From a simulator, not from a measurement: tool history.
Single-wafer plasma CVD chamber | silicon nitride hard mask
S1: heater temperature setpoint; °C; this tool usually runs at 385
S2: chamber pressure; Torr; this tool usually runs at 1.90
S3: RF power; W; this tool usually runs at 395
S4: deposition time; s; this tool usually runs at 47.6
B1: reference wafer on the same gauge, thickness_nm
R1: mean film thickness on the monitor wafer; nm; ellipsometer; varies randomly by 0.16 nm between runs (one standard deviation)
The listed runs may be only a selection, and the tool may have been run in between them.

run,hour,S1,S2,S3,S4,B1,R1
1,0.0,385,2.27,395,50.1,64.580,75.678
# hour 35.4: gauge calibrated
2,103.2,385,1.90,395,47.6,64.453,68.254
3,172.2,385,1.90,395,47.6,64.456,68.287
4,232.8,385,1.90,395,47.6,64.603,68.603
# hour 251.7: RF generator calibrated
5,295.5,385,1.90,395,47.6,64.437,68.365
6,366.2,385,1.90,395,47.6,64.496,68.286
7,405.4,385,1.90,395,47.6,64.538,68.435
# hour 414.6: showerhead replaced, of another model than before
# hour 416.7: thermocouple changed; heater temperature recalibrated
8,468.1,385,1.90,395,47.6,64.499,68.979
9,570.2,385,1.90,395,47.6,64.475,69.103
10,784.9,385,2.13,360,44.9,64.471,63.842
# hour 839.0: capacitance manometer re-zeroed and calibrated
11,840.0,396,2.05,395,44.1,64.480,63.943
12,881.9,385,1.90,440,47.6,64.500,72.443
13,941.2,385,1.90,330,47.6,64.503,59.129
14,1014.2,385,1.90,335,43.5,64.460,54.779
# hour 1022.3: RF generator calibrated
15,1065.8,385,1.90,395,47.6,64.529,67.309
16,1109.2,385,1.90,395,47.6,64.462,67.260
17,1167.2,385,1.90,395,47.6,64.498,67.426
18,1218.8,385,2.13,360,44.9,64.470,62.235
19,1317.7,385,1.76,470,47.6,64.525,72.884
20,1383.0,385,1.90,395,47.6,64.548,67.449
# hour 1405.9: thermocouple changed; heater temperature recalibrated
21,1423.9,385,1.90,395,47.6,64.434,67.530
22,1464.8,385,1.47,420,54.4,64.468,71.084
23,1512.2,385,1.43,395,47.6,64.496,58.736
24,1581.2,385,1.61,395,47.6,64.494,62.631
25,1688.1,385,2.29,465,38.8,64.519,65.352
26,1764.5,385,1.90,395,47.6,64.520,67.578
27,1860.7,372,1.90,425,52.5,64.465,78.800
# hour 1905.4: RF generator calibrated
28,1967.3,385,1.68,395,47.6,64.471,64.459
29,2066.5,378,2.32,395,47.6,64.477,73.131

Each row is a separate what-if for the run after 29, all from the same tool condition, not one after another. Results?
A,2066.9,385,1.90,395,42.9,?,?
B,2066.9,391,1.47,455,53.8,?,?
C,2066.9,385,1.72,395,44.5,?,?

run,B1,R1
A,64.486,60.987
B,64.486,73.927
C,64.486,60.579
What these runs would have given with no unlogged condition in the tool:
run,R1
A,60.419
B,73.145
C,59.996

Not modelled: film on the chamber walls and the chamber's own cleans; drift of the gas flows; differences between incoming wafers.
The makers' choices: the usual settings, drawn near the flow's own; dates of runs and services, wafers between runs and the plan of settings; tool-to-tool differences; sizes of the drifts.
